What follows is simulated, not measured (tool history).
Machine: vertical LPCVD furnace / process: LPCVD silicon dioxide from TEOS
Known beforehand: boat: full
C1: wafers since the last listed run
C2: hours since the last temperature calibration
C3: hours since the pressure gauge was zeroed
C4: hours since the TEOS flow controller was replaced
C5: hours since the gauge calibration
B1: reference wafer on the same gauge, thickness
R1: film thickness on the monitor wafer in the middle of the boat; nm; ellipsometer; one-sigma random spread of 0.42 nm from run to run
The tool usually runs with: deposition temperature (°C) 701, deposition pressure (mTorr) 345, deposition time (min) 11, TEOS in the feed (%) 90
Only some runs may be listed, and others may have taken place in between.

{"run": 1, "day": 0.0, "deposition temperature (°C)": 701, "deposition pressure (mTorr)": 345, "deposition time (min)": 11, "TEOS in the feed (%)": 90, "C1": 0, "C2": 1025.5, "C3": 3556.2, "C4": 1616.4, "C5": 2233.5, "B1": 92.08, "R1": 105.54}
{"run": 2, "day": 10.729, "deposition temperature (°C)": 701, "deposition pressure (mTorr)": 345, "deposition time (min)": 11, "TEOS in the feed (%)": 90, "C1": 3820, "C2": 1283, "C3": 3813.7, "C4": 1873.9, "C5": 2491, "B1": 92, "R1": 104.91}
{"run": 3, "day": 12.871, "deposition temperature (°C)": 701, "deposition pressure (mTorr)": 345, "deposition time (min)": 11, "TEOS in the feed (%)": 90, "C1": 762, "C2": 1334.4, "C3": 3865.1, "C4": 1925.3, "C5": 2542.4, "B1": 92.11, "R1": 104.52}
{"run": 4, "day": 15.375, "deposition temperature (°C)": 701, "deposition pressure (mTorr)": 345, "deposition time (min)": 11, "TEOS in the feed (%)": 90, "C1": 891, "C2": 1394.5, "C3": 3925.2, "C4": 1985.4, "C5": 2602.5, "B1": 92.15, "R1": 104.77}
{"run": 5, "day": 19.829, "deposition temperature (°C)": 701, "deposition pressure (mTorr)": 345, "deposition time (min)": 11, "TEOS in the feed (%)": 90, "C1": 1585, "C2": 1501.4, "C3": 4032.1, "C4": 2092.3, "C5": 2709.4, "B1": 92.01, "R1": 104.94}
{"run": 6, "day": 22.942, "deposition temperature (°C)": 701, "deposition pressure (mTorr)": 345, "deposition time (min)": 11, "TEOS in the feed (%)": 90, "C1": 1108, "C2": 1576.1, "C3": 4106.8, "C4": 2167, "C5": 2784.1, "B1": 92.23, "R1": 105.66}
{"run": 7, "day": 25.608, "deposition temperature (°C)": 701, "deposition pressure (mTorr)": 345, "deposition time (min)": 11, "TEOS in the feed (%)": 90, "C1": 949, "C2": 1640.1, "C3": 4170.8, "C4": 2231, "C5": 2848.1, "B1": 92.02, "R1": 105.29}
{"run": 8, "day": 32.088, "deposition temperature (°C)": 701, "deposition pressure (mTorr)": 345, "deposition time (min)": 11, "TEOS in the feed (%)": 90, "C1": 2306, "C2": 1795.6, "C3": 4326.3, "C4": 2386.5, "C5": 3003.6, "B1": 92.09, "R1": 106.18}
{"day": 36.204, "done": "TEOS flow controller replaced"}
{"run": 9, "day": 36.225, "deposition temperature (°C)": 701, "deposition pressure (mTorr)": 425, "deposition time (min)": 11, "TEOS in the feed (%)": 97, "C1": 1117, "C2": 1894.9, "C3": 4425.6, "C4": 0.5, "C5": 3102.9, "B1": 92.03, "R1": 121.17}
{"run": 10, "day": 38.638, "deposition temperature (°C)": 701, "deposition pressure (mTorr)": 345, "deposition time (min)": 11, "TEOS in the feed (%)": 78, "C1": 858, "C2": 1952.8, "C3": 4483.5, "C4": 58.4, "C5": 3160.8, "B1": 92.03, "R1": 98.32}
{"run": 11, "day": 42.042, "deposition temperature (°C)": 701, "deposition pressure (mTorr)": 345, "deposition time (min)": 11, "TEOS in the feed (%)": 90, "C1": 1212, "C2": 2034.5, "C3": 4565.2, "C4": 140.1, "C5": 3242.5, "B1": 92.26, "R1": 105.27}
{"day": 44.642, "done": "thermocouples replaced and temperature profile calibrated"}
{"run": 12, "day": 44.683, "deposition temperature (°C)": 701, "deposition pressure (mTorr)": 345, "deposition time (min)": 11, "TEOS in the feed (%)": 90, "C1": 584, "C2": 1, "C3": 4628.6, "C4": 203.5, "C5": 3305.9, "B1": 92, "R1": 100.25}
{"run": 13, "day": 46.862, "deposition temperature (°C)": 693, "deposition pressure (mTorr)": 410, "deposition time (min)": 13, "TEOS in the feed (%)": 79, "C1": 775, "C2": 53.3, "C3": 4680.9, "C4": 255.8, "C5": 3358.2, "B1": 92.01, "R1": 100.1}
{"run": 14, "day": 48.388, "deposition temperature (°C)": 701, "deposition pressure (mTorr)": 345, "deposition time (min)": 11, "TEOS in the feed (%)": 90, "C1": 542, "C2": 89.9, "C3": 4717.5, "C4": 292.4, "C5": 3394.8, "B1": 92.06, "R1": 101.49}
{"day": 50.212, "done": "pressure gauge zeroed"}
{"run": 15, "day": 58.592, "deposition temperature (°C)": 701, "deposition pressure (mTorr)": 425, "deposition time (min)": 9.5, "TEOS in the feed (%)": 97, "C1": 3277, "C2": 334.8, "C3": 201.1, "C4": 537.3, "C5": 3639.7, "B1": 92.18, "R1": 100.72}
{"run": 16, "day": 61.312, "deposition temperature (°C)": 701, "deposition pressure (mTorr)": 345, "deposition time (min)": 11, "TEOS in the feed (%)": 90, "C1": 968, "C2": 400.1, "C3": 266.4, "C4": 602.6, "C5": 3705, "B1": 92.14, "R1": 101.5}
{"run": 17, "day": 64.004, "deposition temperature (°C)": 701, "deposition pressure (mTorr)": 345, "deposition time (min)": 11, "TEOS in the feed (%)": 90, "C1": 958, "C2": 464.7, "C3": 331, "C4": 667.2, "C5": 3769.6, "B1": 91.98, "R1": 102.28}
{"run": 18, "day": 68.117, "deposition temperature (°C)": 696, "deposition pressure (mTorr)": 370, "deposition time (min)": 8, "TEOS in the feed (%)": 90, "C1": 1464, "C2": 563.4, "C3": 429.7, "C4": 765.9, "C5": 3868.3, "B1": 92.15, "R1": 68.19}
{"run": 19, "day": 70.171, "deposition temperature (°C)": 701, "deposition pressure (mTorr)": 380, "deposition time (min)": 11, "TEOS in the feed (%)": 97, "C1": 731, "C2": 612.7, "C3": 479, "C4": 815.2, "C5": 3917.6, "B1": 92, "R1": 110.7}
{"day": 71.533, "done": "gauge calibrated"}
{"run": 20, "day": 72.454, "deposition temperature (°C)": 704, "deposition pressure (mTorr)": 280, "deposition time (min)": 11, "TEOS in the feed (%)": 97, "C1": 812, "C2": 667.5, "C3": 533.8, "C4": 870, "C5": 22.1, "B1": 92.13, "R1": 102.99}
{"run": 21, "day": 75.008, "deposition temperature (°C)": 701, "deposition pressure (mTorr)": 345, "deposition time (min)": 11, "TEOS in the feed (%)": 73, "C1": 909, "C2": 728.8, "C3": 595.1, "C4": 931.3, "C5": 83.4, "B1": 92.1, "R1": 92.29}
{"run": 22, "day": 79.417, "deposition temperature (°C)": 696, "deposition pressure (mTorr)": 345, "deposition time (min)": 11, "TEOS in the feed (%)": 90, "C1": 1569, "C2": 834.6, "C3": 700.9, "C4": 1037.1, "C5": 189.2, "B1": 92, "R1": 91.79}
{"run": 23, "day": 82.129, "deposition temperature (°C)": 709, "deposition pressure (mTorr)": 345, "deposition time (min)": 11, "TEOS in the feed (%)": 90, "C1": 965, "C2": 899.7, "C3": 766, "C4": 1102.2, "C5": 254.3, "B1": 92.14, "R1": 124.15}
{"run": 24, "day": 86.133, "deposition temperature (°C)": 701, "deposition pressure (mTorr)": 345, "deposition time (min)": 11, "TEOS in the feed (%)": 90, "C1": 1425, "C2": 995.8, "C3": 862.1, "C4": 1198.3, "C5": 350.4, "B1": 92.08, "R1": 103.97}
{"run": 25, "day": 89.296, "deposition temperature (°C)": 692, "deposition pressure (mTorr)": 370, "deposition time (min)": 8, "TEOS in the feed (%)": 81, "C1": 1125, "C2": 1071.7, "C3": 938, "C4": 1274.2, "C5": 426.3, "B1": 92.11, "R1": 60.42}
{"run": 26, "day": 92.188, "deposition temperature (°C)": 701, "deposition pressure (mTorr)": 345, "deposition time (min)": 11, "TEOS in the feed (%)": 90, "C1": 1029, "C2": 1141.1, "C3": 1007.4, "C4": 1343.6, "C5": 495.7, "B1": 92, "R1": 104.14}
{"run": 27, "day": 95.279, "deposition temperature (°C)": 701, "deposition pressure (mTorr)": 345, "deposition time (min)": 11, "TEOS in the feed (%)": 90, "C1": 1100, "C2": 1215.3, "C3": 1081.6, "C4": 1417.8, "C5": 569.9, "B1": 92.01, "R1": 104.61}
{"run": 28, "day": 98.829, "deposition temperature (°C)": 701, "deposition pressure (mTorr)": 305, "deposition time (min)": 11, "TEOS in the feed (%)": 90, "C1": 1263, "C2": 1300.5, "C3": 1166.8, "C4": 1503, "C5": 655.1, "B1": 92.13, "R1": 98.51}
{"run": 29, "day": 101.596, "deposition temperature (°C)": 701, "deposition pressure (mTorr)": 345, "deposition time (min)": 8, "TEOS in the feed (%)": 90, "C1": 985, "C2": 1366.9, "C3": 1233.2, "C4": 1569.4, "C5": 721.5, "B1": 92.09, "R1": 75.97}
{"run": 30, "day": 114.425, "deposition temperature (°C)": 701, "deposition pressure (mTorr)": 345, "deposition time (min)": 11, "TEOS in the feed (%)": 76, "C1": 4567, "C2": 1674.8, "C3": 1541.1, "C4": 1877.3, "C5": 1029.4, "B1": 92.16, "R1": 95.92}
{"run": 31, "day": 117.321, "deposition temperature (°C)": 701, "deposition pressure (mTorr)": 345, "deposition time (min)": 11, "TEOS in the feed (%)": 82, "C1": 1031, "C2": 1744.3, "C3": 1610.6, "C4": 1946.8, "C5": 1098.9, "B1": 92.14, "R1": 100.19}

Describe how what the log doesn't record of the tool's condition differs between the last listed run preceding each entry between runs and the first listed run following it.
After run 8, before run 9: TEOS flow controller replaced (day 36.204)
  true tube temperature minus thermocouple reading, K: 2.09 -> 2.11
  difference, measured minus the result without the unlogged condition, R1: +7.13 -> +7.75 nm
After run 11, before run 12: thermocouples replaced and temperature profile calibrated (day 44.642)
  true tube temperature minus thermocouple reading, K: 2.13 -> 0.0395; true pressure minus gauge reading, mTorr: 14.9 -> 15
  difference, measured minus the result without the unlogged condition, R1: +7.17 -> +2.2 nm
After run 14, before run 15: pressure gauge zeroed (day 50.212)
  true tube temperature minus thermocouple reading, K: 0.305 -> 0.872; true pressure minus gauge reading, mTorr: 15 -> 4.59
  difference, measured minus the result without the unlogged condition, R1: +2.84 -> +2.54 nm
After run 19, before run 20: gauge calibrated (day 71.533)
  true tube temperature minus thermocouple reading, K: 1.3 -> 1.36; true pressure minus gauge reading, mTorr: 7.36 -> 7.85
  difference, measured minus the result without the unlogged condition, R1: +4.31 -> +4.56 nm
